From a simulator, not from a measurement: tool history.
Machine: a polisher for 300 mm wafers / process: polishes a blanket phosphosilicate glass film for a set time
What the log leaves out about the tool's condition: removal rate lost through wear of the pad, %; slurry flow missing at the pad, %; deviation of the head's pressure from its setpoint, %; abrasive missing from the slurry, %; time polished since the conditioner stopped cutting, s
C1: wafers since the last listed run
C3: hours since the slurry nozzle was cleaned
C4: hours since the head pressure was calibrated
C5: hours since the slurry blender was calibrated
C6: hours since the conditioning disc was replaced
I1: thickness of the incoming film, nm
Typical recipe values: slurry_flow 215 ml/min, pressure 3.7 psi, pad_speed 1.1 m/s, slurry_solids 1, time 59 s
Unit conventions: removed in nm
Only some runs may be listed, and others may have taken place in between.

run 1 hour=0 | slurry_flow=215 pressure=3.7 pad_speed=1.1 slurry_solids=1.05 time=59 | C1=0 wafers_polished_on_this_pad=893 C3=367.8 C4=1331.3 C5=127.8 C6=77.3 | I1=1976.1 | removed=680.9
run 2 hour=10.6 | slurry_flow=215 pressure=3.7 pad_speed=1.1 slurry_solids=1.05 time=59 | C1=117 wafers_polished_on_this_pad=1011 C3=378.4 C4=1341.9 C5=138.4 C6=87.9 | I1=1975.4 | removed=708.4
run 3 hour=27.9 | slurry_flow=215 pressure=3.7 pad_speed=1.1 slurry_solids=1.05 time=59 | C1=192 wafers_polished_on_this_pad=1203 C3=395.7 C4=1359.2 C5=155.7 C6=105.2 | I1=1966.7 | removed=684.5
-- hour=33.9 head pressure recalibrated
-- hour=43.3 worn pad replaced by a new one
run 4 hour=44.8 | slurry_flow=215 pressure=3.7 pad_speed=1.1 slurry_solids=0.9 time=59 | C1=120 wafers_polished_on_this_pad=17 C3=412.6 C4=10.9 C5=172.6 C6=122.1 | I1=1935.6 | removed=625.4
run 5 hour=57.3 | slurry_flow=215 pressure=3.7 pad_speed=1.1 slurry_solids=0.9 time=59 | C1=138 wafers_polished_on_this_pad=155 C3=425.1 C4=23.4 C5=185.1 C6=134.6 | I1=1956.3 | removed=630.4
run 6 hour=72.9 | slurry_flow=215 pressure=3.7 pad_speed=0.96 slurry_solids=1 time=59 | C1=173 wafers_polished_on_this_pad=328 C3=440.7 C4=39 C5=200.7 C6=150.2 | I1=1941.1 | removed=598.3
run 7 hour=80.2 | slurry_flow=215 pressure=3.7 pad_speed=1.1 slurry_solids=1 time=59 | C1=81 wafers_polished_on_this_pad=409 C3=448 C4=46.3 C5=208 C6=157.5 | I1=1984.3 | removed=671.1
run 8 hour=89.4 | slurry_flow=215 pressure=3.7 pad_speed=1.1 slurry_solids=1 time=59 | C1=102 wafers_polished_on_this_pad=512 C3=457.2 C4=55.5 C5=217.2 C6=166.7 | I1=1959.7 | removed=664.1
run 9 hour=98.4 | slurry_flow=215 pressure=4.3 pad_speed=1.1 slurry_solids=1 time=46 | C1=99 wafers_polished_on_this_pad=611 C3=466.2 C4=64.5 C5=226.2 C6=175.7 | I1=1935.6 | removed=592.5
run 10 hour=112.2 | slurry_flow=215 pressure=3.7 pad_speed=1.2 slurry_solids=1.2 time=59 | C1=153 wafers_polished_on_this_pad=765 C3=480 C4=78.3 C5=240 C6=189.5 | I1=1979.4 | removed=789.6
run 11 hour=135.1 | slurry_flow=275 pressure=3.7 pad_speed=1.1 slurry_solids=1 time=59 | C1=254 wafers_polished_on_this_pad=1019 C3=502.9 C4=101.2 C5=262.9 C6=212.4 | I1=1963.4 | removed=697.8
-- hour=149.2 worn pad replaced by a new one
run 12 hour=149.7 | slurry_flow=215 pressure=4.7 pad_speed=0.98 slurry_solids=1 time=59 | C1=117 wafers_polished_on_this_pad=6 C3=517.5 C4=115.8 C5=277.5 C6=227 | I1=1950.8 | removed=722.1
run 13 hour=158.9 | slurry_flow=215 pressure=3.3 pad_speed=1.48 slurry_solids=1 time=59 | C1=102 wafers_polished_on_this_pad=108 C3=526.7 C4=125 C5=286.7 C6=236.2 | I1=1993.6 | removed=739
run 14 hour=175.8 | slurry_flow=215 pressure=3 pad_speed=0.8 slurry_solids=0.85 time=70 | C1=187 wafers_polished_on_this_pad=295 C3=543.6 C4=141.9 C5=303.6 C6=253.1 | I1=1976.6 | removed=453.7
run 15 hour=185.5 | slurry_flow=215 pressure=2.7 pad_speed=1.38 slurry_solids=1 time=59 | C1=107 wafers_polished_on_this_pad=403 C3=553.3 C4=151.6 C5=313.3 C6=262.8 | I1=1959 | removed=613.2
run 16 hour=196.8 | slurry_flow=215 pressure=3.7 pad_speed=1.1 slurry_solids=1 time=59 | C1=125 wafers_polished_on_this_pad=528 C3=564.6 C4=162.9 C5=324.6 C6=274.1 | I1=1964 | removed=649.5
run 17 hour=205.3 | slurry_flow=215 pressure=3.7 pad_speed=1.1 slurry_solids=1 time=59 | C1=94 wafers_polished_on_this_pad=623 C3=573.1 C4=171.4 C5=333.1 C6=282.6 | I1=1953.2 | removed=652.3
-- hour=218.2 conditioning disc replaced and pad reconditioned
-- hour=230.4 slurry nozzle cleaned
run 18 hour=233 | slurry_flow=215 pressure=3.7 pad_speed=1.36 slurry_solids=1 time=65 | C1=274 wafers_polished_on_this_pad=897 C3=2.6 C4=199.1 C5=360.8 C6=14.8 | I1=1954 | removed=924.4
-- hour=239.2 slurry blender recalibrated
run 19 hour=243.1 | slurry_flow=215 pressure=3.7 pad_speed=1.1 slurry_solids=1 time=59 | C1=89 wafers_polished_on_this_pad=987 C3=12.7 C4=209.2 C5=3.9 C6=24.9 | I1=1979.1 | removed=696.4
-- hour=257.6 worn pad replaced by a new one
run 20 hour=258.1 | slurry_flow=215 pressure=3.7 pad_speed=1.1 slurry_solids=1 time=59 | C1=122 wafers_polished_on_this_pad=5 C3=27.7 C4=224.2 C5=18.9 C6=39.9 | I1=1966.3 | removed=700.8
run 21 hour=272.2 | slurry_flow=190 pressure=5 pad_speed=1.1 slurry_solids=1 time=59 | C1=156 wafers_polished_on_this_pad=162 C3=41.8 C4=238.3 C5=33 C6=54 | I1=1958.2 | removed=882.9
run 22 hour=278.2 | slurry_flow=215 pressure=3.7 pad_speed=1.1 slurry_solids=1.2 time=59 | C1=66 wafers_polished_on_this_pad=229 C3=47.8 C4=244.3 C5=39 C6=60 | I1=1951.7 | removed=761.2
run 23 hour=291.4 | slurry_flow=160 pressure=3.7 pad_speed=0.94 slurry_solids=1.1 time=59 | C1=146 wafers_polished_on_this_pad=375 C3=61 C4=257.5 C5=52.2 C6=73.2 | I1=1979.9 | removed=629.2
run 24 hour=305.3 | slurry_flow=215 pressure=3.7 pad_speed=1.1 slurry_solids=1 time=59 | C1=154 wafers_polished_on_this_pad=529 C3=74.9 C4=271.4 C5=66.1 C6=87.1 | I1=1971.3 | removed=692.3
run 25 hour=315.7 | slurry_flow=215 pressure=3.1 pad_speed=1.1 slurry_solids=1 time=59 | C1=115 wafers_polished_on_this_pad=645 C3=85.3 C4=281.8 C5=76.5 C6=97.5 | I1=1979.8 | removed=591.3
run 26 hour=365.1 | slurry_flow=140 pressure=3.7 pad_speed=0.82 slurry_solids=0.8 time=67 | C1=548 wafers_polished_on_this_pad=1193 C3=134.7 C4=331.2 C5=125.9 C6=146.9 | I1=1946.6 | removed=497.2

4 options for the next run, each taken on its own from the tool as it stands now. Forecast them:
run A hour=365.5 | slurry_flow=215 pressure=3.7 pad_speed=1.1 slurry_solids=1 time=59 | C1=4 wafers_polished_on_this_pad=1197 C3=135.1 C4=331.6 C5=126.3 C6=147.3 | I1=1942.5 | removed=?
run B hour=365.5 | slurry_flow=215 pressure=3.7 pad_speed=1.1 slurry_solids=0.85 time=59 | C1=4 wafers_polished_on_this_pad=1197 C3=135.1 C4=331.6 C5=126.3 C6=147.3 | I1=1942.5 | removed=?
run C hour=365.5 | slurry_flow=195 pressure=4.1 pad_speed=0.8 slurry_solids=1 time=77 | C1=4 wafers_polished_on_this_pad=1197 C3=135.1 C4=331.6 C5=126.3 C6=147.3 | I1=1942.5 | removed=?
run D hour=365.5 | slurry_flow=215 pressure=3.7 pad_speed=1.1 slurry_solids=0.7 time=59 | C1=4 wafers_polished_on_this_pad=1197 C3=135.1 C4=331.6 C5=126.3 C6=147.3 | I1=1942.5 | removed=?

run=A removed=687.5
run=B removed=612.6
run=C removed=747.6
run=D removed=515.2
Had the tool no hidden state, the same runs would have come out as:
run=A removed=694.5
run=B removed=618.9
run=C removed=755.8
run=D removed=520.5

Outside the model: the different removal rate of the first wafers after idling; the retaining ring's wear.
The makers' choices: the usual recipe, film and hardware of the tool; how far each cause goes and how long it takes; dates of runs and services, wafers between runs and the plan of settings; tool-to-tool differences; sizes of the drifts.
